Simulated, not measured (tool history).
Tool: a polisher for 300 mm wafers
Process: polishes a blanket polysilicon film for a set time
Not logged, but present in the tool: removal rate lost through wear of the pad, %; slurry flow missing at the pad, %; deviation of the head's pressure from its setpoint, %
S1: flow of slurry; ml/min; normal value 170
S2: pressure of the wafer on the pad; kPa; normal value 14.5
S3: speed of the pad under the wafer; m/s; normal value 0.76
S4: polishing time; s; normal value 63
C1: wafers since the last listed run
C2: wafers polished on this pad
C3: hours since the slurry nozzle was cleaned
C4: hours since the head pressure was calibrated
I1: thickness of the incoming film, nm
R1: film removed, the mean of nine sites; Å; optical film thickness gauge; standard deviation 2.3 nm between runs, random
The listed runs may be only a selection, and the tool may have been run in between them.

| run | hour | S1 | S2 | S3 | S4 | C1 | C2 | C3 | C4 | I1 | R1 |
|---|---|---|---|---|---|---|---|---|---|---|---|
| 1 | 0 | 170 | 14.5 | 0.76 | 63 | 0 | 946 | 242.6 | 156.2 | 2115.2 | 2966 |
| 2 | 22 | 170 | 14.5 | 0.76 | 63 | 260 | 1207 | 264.6 | 178.2 | 2062.7 | 2940 |
| 3 | 42.9 | 170 | 14.5 | 0.76 | 63 | 247 | 1454 | 285.5 | 199.1 | 2098.9 | 2959 |
|  | 45.1 | slurry nozzle cleaned |
| 4 | 58.9 | 170 | 11.7 | 0.82 | 63 | 177 | 1632 | 13.8 | 215.1 | 2108.5 | 2610 |
|  | 67.8 | worn pad replaced by a new one |
| 5 | 76.9 | 170 | 11.7 | 0.82 | 63 | 165 | 108 | 31.8 | 233.1 | 2086.7 | 2694 |
| 6 | 110.1 | 170 | 11.7 | 0.82 | 63 | 393 | 501 | 65 | 266.3 | 2099 | 2653 |
| 7 | 145.5 | 170 | 14.5 | 0.76 | 63 | 419 | 920 | 100.4 | 301.7 | 2065 | 2933 |
| 8 | 163.4 | 170 | 14.5 | 0.76 | 63 | 212 | 1132 | 118.3 | 319.6 | 2101 | 2971 |
| 9 | 193.9 | 170 | 14.5 | 0.76 | 63 | 361 | 1493 | 148.8 | 350.1 | 2115.2 | 2920 |
|  | 209.2 | worn pad replaced by a new one |
| 10 | 273 | 170 | 14.5 | 0.76 | 63 | 889 | 755 | 227.9 | 429.2 | 2067.4 | 2907 |
| 11 | 299.7 | 170 | 14.5 | 0.76 | 63 | 316 | 1071 | 254.6 | 455.9 | 2085.8 | 2921 |
| 12 | 313.9 | 170 | 14.5 | 0.76 | 63 | 168 | 1240 | 268.8 | 470.1 | 2060.6 | 2935 |
|  | 324.1 | slurry nozzle cleaned |
| 13 | 332.9 | 170 | 14.5 | 0.76 | 67 | 213 | 1453 | 8.8 | 489.1 | 2118.4 | 3139 |
|  | 340.2 | worn pad replaced by a new one |
| 14 | 349.3 | 170 | 11.7 | 0.76 | 83 | 146 | 107 | 25.2 | 505.5 | 2089.2 | 3297 |
|  | 367.1 | head pressure recalibrated |
| 15 | 376 | 170 | 14.5 | 0.76 | 63 | 292 | 400 | 51.9 | 8.9 | 2097.6 | 3009 |
| 16 | 395.8 | 170 | 14.5 | 0.76 | 82 | 234 | 634 | 71.7 | 28.7 | 2108.7 | 3863 |
| 17 | 454.8 | 215 | 14.5 | 0.6 | 63 | 698 | 1333 | 130.7 | 87.7 | 2116.4 | 2377 |
|  | 478.6 | worn pad replaced by a new one |
| 18 | 479.1 | 170 | 14.5 | 0.76 | 63 | 240 | 5 | 155 | 112 | 2109.8 | 3055 |
| 19 | 497.4 | 115 | 14.5 | 0.76 | 63 | 216 | 222 | 173.3 | 130.3 | 2098 | 2807 |
| 20 | 532.4 | 210 | 16.5 | 0.56 | 45 | 414 | 636 | 208.3 | 165.3 | 2049.9 | 1822 |
| 21 | 555.3 | 170 | 10.3 | 0.76 | 51 | 271 | 908 | 231.2 | 188.2 | 2103 | 1744 |
| 22 | 582.5 | 230 | 10.3 | 0.76 | 83 | 322 | 1230 | 258.4 | 215.4 | 2076 | 2943 |
|  | 601.1 | worn pad replaced by a new one |
| 23 | 614.8 | 170 | 14.5 | 0.76 | 63 | 335 | 161 | 290.7 | 247.7 | 2054.9 | 3054 |
|  | 618.9 | slurry nozzle cleaned |
| 24 | 629 | 205 | 14.5 | 0.96 | 71 | 156 | 318 | 10.1 | 261.9 | 2101.4 | 4373 |
| 25 | 663.9 | 225 | 14.5 | 0.76 | 63 | 413 | 731 | 45 | 296.8 | 2094.2 | 3068 |
| 26 | 685 | 170 | 11.7 | 0.76 | 63 | 249 | 981 | 66.1 | 317.9 | 2045.8 | 2417 |

Consider 3 possible next runs. They are alternatives, not a sequence: every one starts from the tool as it was left by run 26. What does each give?
| A | 685.4 | 170 | 14.5 | 0.76 | 63 | 4 | 986 | 66.5 | 318.3 | 2116.4 | ? |
| B | 685.4 | 170 | 12.4 | 0.92 | 63 | 4 | 986 | 66.5 | 318.3 | 2116.4 | ? |
| C | 685.4 | 170 | 13.1 | 0.62 | 79 | 4 | 986 | 66.5 | 318.3 | 2116.4 | ? |

| run | R1 |
|---|---|
| A | 2946 |
| B | 3100 |
| C | 2751 |
Stripped of hidden state, with their random variation kept, the same runs would have yielded:
| run | R1 |
|---|---|
| A | 3073 |
| B | 3234 |
| C | 2869 |
